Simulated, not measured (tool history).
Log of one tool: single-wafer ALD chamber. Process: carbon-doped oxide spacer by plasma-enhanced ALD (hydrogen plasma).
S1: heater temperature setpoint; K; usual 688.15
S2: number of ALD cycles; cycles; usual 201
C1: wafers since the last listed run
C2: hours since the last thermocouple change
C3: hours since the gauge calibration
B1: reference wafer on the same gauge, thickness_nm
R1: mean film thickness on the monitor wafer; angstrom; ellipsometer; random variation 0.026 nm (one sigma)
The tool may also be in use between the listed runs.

| run | hour | S1 | S2 | C1 | C2 | C3 | B1 | R1 |
|---|---|---|---|---|---|---|---|---|
| 1 | 0 | 688.15 | 213 | 0 | 563.1 | 234 | 10.194 | 107.92 |
| 2 | 34.6 | 688.15 | 213 | 74 | 597.7 | 268.6 | 10.21 | 107.4 |
| 3 | 59 | 688.15 | 201 | 52 | 622.1 | 293 | 10.197 | 101.69 |
| 4 | 72.9 | 688.15 | 201 | 29 | 636 | 306.9 | 10.199 | 101.61 |
| 5 | 103.4 | 688.15 | 201 | 65 | 666.5 | 337.4 | 10.192 | 101.62 |
| 6 | 136 | 692.15 | 201 | 70 | 699.1 | 370 | 10.2 | 100.18 |
| 7 | 167 | 688.15 | 201 | 66 | 730.1 | 401 | 10.211 | 101.48 |
| 8 | 199.3 | 688.15 | 201 | 69 | 762.4 | 433.3 | 10.195 | 101.46 |
| 9 | 227.7 | 688.15 | 201 | 61 | 790.8 | 461.7 | 10.193 | 101.37 |
| 10 | 244.9 | 688.15 | 222 | 37 | 808 | 478.9 | 10.206 | 111.99 |
| 11 | 258.3 | 688.15 | 201 | 28 | 821.4 | 492.3 | 10.199 | 101.23 |
|  | 268.6 | gauge calibrated |
| 12 | 285.4 | 683.15 | 201 | 58 | 848.5 | 16.8 | 10.204 | 102.6 |
| 13 | 311.5 | 674.15 | 201 | 56 | 874.6 | 42.9 | 10.206 | 105.16 |
|  | 341.4 | thermocouple changed; heater temperature recalibrated |
| 14 | 344.7 | 688.15 | 222 | 54 | 3.3 | 76.1 | 10.201 | 114.36 |
| 15 | 363.5 | 688.15 | 201 | 40 | 22.1 | 94.9 | 10.193 | 102.54 |
| 16 | 381.9 | 688.15 | 179 | 39 | 40.5 | 113.3 | 10.189 | 91.58 |
| 17 | 411.6 | 680.15 | 218 | 64 | 70.2 | 143 | 10.196 | 114.23 |
| 18 | 436.4 | 688.15 | 201 | 53 | 95 | 167.8 | 10.198 | 102.72 |
| 19 | 460 | 676.15 | 215 | 50 | 118.6 | 191.4 | 10.195 | 113.21 |
| 20 | 474.5 | 673.15 | 239 | 31 | 133.1 | 205.9 | 10.194 | 126.78 |
| 21 | 496.4 | 688.15 | 176 | 47 | 155 | 227.8 | 10.199 | 90.09 |
| 22 | 516 | 688.15 | 201 | 42 | 174.6 | 247.4 | 10.206 | 102.64 |
| 23 | 549.5 | 696.15 | 170 | 72 | 208.1 | 280.9 | 10.208 | 84.92 |

Forecast each of these 4 alternatives for the next run:
| A | 550.2 | 688.15 | 224 | 1 | 208.8 | 281.6 | ? | ? |
| B | 550.2 | 701.15 | 174 | 1 | 208.8 | 281.6 | ? | ? |
| C | 550.2 | 702.15 | 222 | 1 | 208.8 | 281.6 | ? | ? |
| D | 550.2 | 677.15 | 162 | 1 | 208.8 | 281.6 | ? | ? |

| run | B1 | R1 |
|---|---|---|
| A | 10.2 | 115.16 |
| B | 10.2 | 86.24 |
| C | 10.2 | 109.71 |
| D | 10.2 | 85.82 |
Without the tool's hidden state the same runs would have given:
| run | R1 |
|---|---|
| A | 115.33 |
| B | 86.37 |
| C | 109.88 |
| D | 85.95 |

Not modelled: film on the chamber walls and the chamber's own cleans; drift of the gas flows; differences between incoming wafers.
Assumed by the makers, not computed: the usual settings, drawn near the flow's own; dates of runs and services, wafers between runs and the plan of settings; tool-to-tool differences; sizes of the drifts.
